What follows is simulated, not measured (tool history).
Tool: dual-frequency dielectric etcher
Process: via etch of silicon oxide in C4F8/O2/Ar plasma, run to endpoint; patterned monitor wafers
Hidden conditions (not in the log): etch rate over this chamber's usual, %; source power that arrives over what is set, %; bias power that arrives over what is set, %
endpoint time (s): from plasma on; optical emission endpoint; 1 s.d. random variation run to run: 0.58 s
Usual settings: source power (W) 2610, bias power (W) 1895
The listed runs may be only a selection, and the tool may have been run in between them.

run	hour	source power (W)	bias power (W)	wafers since the last listed run	hours since the last wet clean	hours since the last source power generator calibration	hours since the last bias power generator calibration	hours since the last upper electrode change	incoming incoming film thickness, nm	endpoint time (s)
1	0	2610	1895	0	477.8	2023	2762.1	4234.4	1128.5	195.6
# hour 29.7: wet clean of the chamber
2	68.5	2790	1895	148	38.8	2091.5	2830.6	4302.9	1129.8	183.9
3	135.9	2790	1895	224	106.2	2158.9	2898	4370.3	1141.3	186.2
4	166.6	2790	1895	102	136.9	2189.6	2928.7	4401	1121.1	181.9
5	200	2610	1895	111	170.3	2223	2962.1	4434.4	1136.3	192.5
6	267.6	2610	1895	225	237.9	2290.6	3029.7	4502	1127.1	192.4
7	296.9	2610	1895	97	267.2	2319.9	3059	4531.3	1141.6	194.6
8	346.4	2610	1895	164	316.7	2369.4	3108.5	4580.8	1130.7	192.4
9	378.4	2610	1895	106	348.7	2401.4	3140.5	4612.8	1140.9	195.1
10	413	2610	2138	115	383.3	2436	3175.1	4647.4	1133.2	188
11	463.1	2610	2138	166	433.4	2486.1	3225.2	4697.5	1142.2	190
# hour 511.6: upper electrode replaced
12	512.1	2610	2150	83	482.4	2535.1	3274.2	0.5	1134.1	189.3
13	534.8	2610	1895	75	505.1	2557.8	3296.9	23.2	1125.9	193.4
# hour 574: source power generator calibrated
14	596.2	2420	1678	191	566.5	22.2	3358.3	84.6	1136.8	215.3
# hour 643.3: bias power generator calibrated
# hour 661.9: wet clean of the chamber
15	662.4	2820	2350	145	0.5	88.4	19.1	150.8	1130.1	176.4
16	713.2	2610	1895	169	51.3	139.2	69.9	201.6	1133.4	193.9
17	775.1	2610	1575	206	113.2	201.1	131.8	263.5	1139.4	203.5
18	829	2180	2103	179	167.1	255	185.7	317.4	1130.4	209.8
19	869.8	2610	2078	135	207.9	295.8	226.5	358.2	1139.4	193.5
20	940.7	2610	1895	236	278.8	366.7	297.4	429.1	1127.5	195.8
21	987.7	2610	2244	156	325.8	413.7	344.4	476.1	1129.5	190
22	1035.7	2610	1895	159	373.8	461.7	392.4	524.1	1141.1	198.1
23	1083	2610	1895	157	421.1	509	439.7	571.4	1139	198.4
24	1111.3	3230	1473	94	449.4	537.3	468	599.7	1131.3	186.3
25	1139.5	3170	2191	93	477.6	565.5	496.2	627.9	1130.7	173.2
26	1191.4	2010	2025	172	529.5	617.4	548.1	679.8	1140.4	228.1

Here are 5 independent what-if runs from the current tool condition. What would each one return?
A	1191.9	2030	1895	1	530	617.9	548.6	680.3	1134	?
B	1191.9	2970	1491	1	530	617.9	548.6	680.3	1134	?
C	1191.9	2430	1709	1	530	617.9	548.6	680.3	1134	?
D	1191.9	2610	2258	1	530	617.9	548.6	680.3	1134	?
E	1191.9	2220	2202	1	530	617.9	548.6	680.3	1134	?

run	endpoint time (s)
A	227.9
B	194.5
C	210.6
D	190.6
E	209.3
The same runs, with their run-to-run variation unchanged, on a tool lacking any hidden condition would have given:
run	endpoint time (s)
A	222.7
B	190
C	205.7
D	186.2
E	204.5

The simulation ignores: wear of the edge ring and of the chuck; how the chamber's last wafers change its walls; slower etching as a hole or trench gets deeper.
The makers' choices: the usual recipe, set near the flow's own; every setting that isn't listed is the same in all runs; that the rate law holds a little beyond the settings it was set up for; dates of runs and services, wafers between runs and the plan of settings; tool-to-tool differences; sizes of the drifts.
